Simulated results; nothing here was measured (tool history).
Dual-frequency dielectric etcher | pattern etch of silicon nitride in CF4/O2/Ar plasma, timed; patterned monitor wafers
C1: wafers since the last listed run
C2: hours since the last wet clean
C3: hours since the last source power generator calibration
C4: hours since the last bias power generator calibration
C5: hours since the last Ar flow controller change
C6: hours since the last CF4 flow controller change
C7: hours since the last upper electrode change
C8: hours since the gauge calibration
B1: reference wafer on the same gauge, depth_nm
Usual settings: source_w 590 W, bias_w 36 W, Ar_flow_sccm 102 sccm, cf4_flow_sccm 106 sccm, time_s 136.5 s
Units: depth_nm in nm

{"run": 1, "hour": 0.0, "source_w": 590, "bias_w": 36, "Ar_flow_sccm": 102, "cf4_flow_sccm": 106, "time_s": 136.5, "C1": 0, "C2": 86.8, "C3": 3101.1, "C4": 1334.8, "C5": 32.5, "C6": 792.8, "C7": 2499.3, "C8": 1556.2, "B1": 269.2, "depth_nm": 265}
{"run": 2, "hour": 42.9, "source_w": 540, "bias_w": 36, "Ar_flow_sccm": 102, "cf4_flow_sccm": 106, "time_s": 136.5, "C1": 247, "C2": 129.7, "C3": 3144, "C4": 1377.7, "C5": 75.4, "C6": 835.7, "C7": 2542.2, "C8": 1599.1, "B1": 268.8, "depth_nm": 246.5}
{"run": 3, "hour": 81.3, "source_w": 540, "bias_w": 36, "Ar_flow_sccm": 102, "cf4_flow_sccm": 106, "time_s": 136.5, "C1": 221, "C2": 168.1, "C3": 3182.4, "C4": 1416.1, "C5": 113.8, "C6": 874.1, "C7": 2580.6, "C8": 1637.5, "B1": 269, "depth_nm": 245.2}
{"run": 4, "hour": 139.8, "source_w": 590, "bias_w": 36, "Ar_flow_sccm": 102, "cf4_flow_sccm": 106, "time_s": 136.5, "C1": 337, "C2": 226.6, "C3": 3240.9, "C4": 1474.6, "C5": 172.3, "C6": 932.6, "C7": 2639.1, "C8": 1696, "B1": 268.4, "depth_nm": 261.8}
{"hour": 175.7, "done": "gauge calibrated"}
{"hour": 213.3, "done": "source power generator calibrated"}
{"hour": 255.3, "done": "upper electrode replaced"}
{"run": 5, "hour": 255.8, "source_w": 590, "bias_w": 36, "Ar_flow_sccm": 102, "cf4_flow_sccm": 106, "time_s": 136.5, "C1": 507, "C2": 342.6, "C3": 42.5, "C4": 1590.6, "C5": 288.3, "C6": 1048.6, "C7": 0.5, "C8": 80.1, "B1": 269.1, "depth_nm": 250.7}
{"hour": 317.9, "done": "wet clean of the chamber"}
{"run": 6, "hour": 318.4, "source_w": 720, "bias_w": 36, "Ar_flow_sccm": 126, "cf4_flow_sccm": 106, "time_s": 105, "C1": 222, "C2": 0.5, "C3": 105.1, "C4": 1653.2, "C5": 350.9, "C6": 1111.2, "C7": 63.1, "C8": 142.7, "B1": 269.5, "depth_nm": 230.2}
{"run": 7, "hour": 395.8, "source_w": 590, "bias_w": 40, "Ar_flow_sccm": 102, "cf4_flow_sccm": 106, "time_s": 136.5, "C1": 446, "C2": 77.9, "C3": 182.5, "C4": 1730.6, "C5": 428.3, "C6": 1188.6, "C7": 140.5, "C8": 220.1, "B1": 268.8, "depth_nm": 269.4}
{"hour": 426.7, "done": "bias power generator calibrated"}
{"run": 8, "hour": 495.7, "source_w": 590, "bias_w": 32, "Ar_flow_sccm": 102, "cf4_flow_sccm": 94, "time_s": 120.5, "C1": 553, "C2": 177.8, "C3": 282.4, "C4": 69, "C5": 528.2, "C6": 1288.5, "C7": 240.4, "C8": 320, "B1": 268.8, "depth_nm": 214.3}
{"run": 9, "hour": 549.2, "source_w": 590, "bias_w": 42, "Ar_flow_sccm": 102, "cf4_flow_sccm": 106, "time_s": 118, "C1": 308, "C2": 231.3, "C3": 335.9, "C4": 122.5, "C5": 581.7, "C6": 1342, "C7": 293.9, "C8": 373.5, "B1": 268.5, "depth_nm": 235.9}
{"run": 10, "hour": 590.1, "source_w": 720, "bias_w": 36, "Ar_flow_sccm": 126, "cf4_flow_sccm": 106, "time_s": 105, "C1": 236, "C2": 272.2, "C3": 376.8, "C4": 163.4, "C5": 622.6, "C6": 1382.9, "C7": 334.8, "C8": 414.4, "B1": 269.1, "depth_nm": 226.4}
{"run": 11, "hour": 640.8, "source_w": 590, "bias_w": 36, "Ar_flow_sccm": 102, "cf4_flow_sccm": 106, "time_s": 167.5, "C1": 292, "C2": 322.9, "C3": 427.5, "C4": 214.1, "C5": 673.3, "C6": 1433.6, "C7": 385.5, "C8": 465.1, "B1": 269.1, "depth_nm": 310.3}
{"hour": 696.8, "done": "CF4 flow controller replaced"}
{"run": 12, "hour": 727.0, "source_w": 590, "bias_w": 36, "Ar_flow_sccm": 102, "cf4_flow_sccm": 106, "time_s": 136.5, "C1": 462, "C2": 409.1, "C3": 513.7, "C4": 300.3, "C5": 759.5, "C6": 30.2, "C7": 471.7, "C8": 551.3, "B1": 269.1, "depth_nm": 251.1}
{"hour": 754.1, "done": "wet clean of the chamber"}
{"run": 13, "hour": 827.2, "source_w": 590, "bias_w": 36, "Ar_flow_sccm": 102, "cf4_flow_sccm": 122, "time_s": 136.5, "C1": 439, "C2": 73.1, "C3": 613.9, "C4": 400.5, "C5": 859.7, "C6": 130.4, "C7": 571.9, "C8": 651.5, "B1": 269, "depth_nm": 267.9}
{"run": 14, "hour": 900.7, "source_w": 650, "bias_w": 36, "Ar_flow_sccm": 102, "cf4_flow_sccm": 106, "time_s": 136.5, "C1": 424, "C2": 146.6, "C3": 687.4, "C4": 474, "C5": 933.2, "C6": 203.9, "C7": 645.4, "C8": 725, "B1": 269.1, "depth_nm": 282.3}
{"run": 15, "hour": 978.4, "source_w": 590, "bias_w": 44, "Ar_flow_sccm": 102, "cf4_flow_sccm": 106, "time_s": 98.5, "C1": 448, "C2": 224.3, "C3": 765.1, "C4": 551.7, "C5": 1010.9, "C6": 281.6, "C7": 723.1, "C8": 802.7, "B1": 269.1, "depth_nm": 202.2}
{"run": 16, "hour": 1015.7, "source_w": 590, "bias_w": 42, "Ar_flow_sccm": 102, "cf4_flow_sccm": 81, "time_s": 136.5, "C1": 215, "C2": 261.6, "C3": 802.4, "C4": 589, "C5": 1048.2, "C6": 318.9, "C7": 760.4, "C8": 840, "B1": 269.2, "depth_nm": 262.4}
{"run": 17, "hour": 1071.8, "source_w": 500, "bias_w": 43, "Ar_flow_sccm": 120, "cf4_flow_sccm": 99, "time_s": 136.5, "C1": 323, "C2": 317.7, "C3": 858.5, "C4": 645.1, "C5": 1104.3, "C6": 375, "C7": 816.5, "C8": 896.1, "B1": 268.8, "depth_nm": 234.1}
{"run": 18, "hour": 1147.0, "source_w": 590, "bias_w": 33, "Ar_flow_sccm": 102, "cf4_flow_sccm": 119, "time_s": 136.5, "C1": 434, "C2": 392.9, "C3": 933.7, "C4": 720.3, "C5": 1179.5, "C6": 450.2, "C7": 891.7, "C8": 971.3, "B1": 268.7, "depth_nm": 252.1}
{"hour": 1177.8, "done": "wet clean of the chamber"}
{"run": 19, "hour": 1398.4, "source_w": 590, "bias_w": 36, "Ar_flow_sccm": 102, "cf4_flow_sccm": 106, "time_s": 136.5, "C1": 1312, "C2": 220.6, "C3": 1185.1, "C4": 971.7, "C5": 1430.9, "C6": 701.6, "C7": 1143.1, "C8": 1222.7, "B1": 268.7, "depth_nm": 259.7}
{"run": 20, "hour": 1475.8, "source_w": 670, "bias_w": 36, "Ar_flow_sccm": 112, "cf4_flow_sccm": 83, "time_s": 136.5, "C1": 446, "C2": 298, "C3": 1262.5, "C4": 1049.1, "C5": 1508.3, "C6": 779, "C7": 1220.5, "C8": 1300.1, "B1": 268.7, "depth_nm": 272.8}

Measured less the same run without the tool's hidden state. The same run-to-run variation is in both; the gauge's scatter may not be:
The hidden state here: etch rate over this chamber's usual, %; source power that arrives over what is set, %; bias power that arrives over what is set, %; Ar flow that arrives over what is set, %; CF4 flow that arrives over what is set, %; gauge reads high (%).
run=1 depth_nm=+6.2
run=2 depth_nm=+4.8
run=3 depth_nm=+3.8
run=4 depth_nm=+2.4
run=5 depth_nm=-9.2
run=6 depth_nm=+0.5
run=7 depth_nm=-0.9
run=8 depth_nm=-2.4
run=9 depth_nm=-3.7
run=10 depth_nm=-4.4
run=11 depth_nm=-7.3
run=12 depth_nm=-7.8
run=13 depth_nm=+2.9
run=14 depth_nm=+1.3
run=15 depth_nm=-0.5
run=16 depth_nm=-1.5
run=17 depth_nm=-2.5
run=18 depth_nm=-4.4
run=19 depth_nm=-0.1
run=20 depth_nm=-2.2

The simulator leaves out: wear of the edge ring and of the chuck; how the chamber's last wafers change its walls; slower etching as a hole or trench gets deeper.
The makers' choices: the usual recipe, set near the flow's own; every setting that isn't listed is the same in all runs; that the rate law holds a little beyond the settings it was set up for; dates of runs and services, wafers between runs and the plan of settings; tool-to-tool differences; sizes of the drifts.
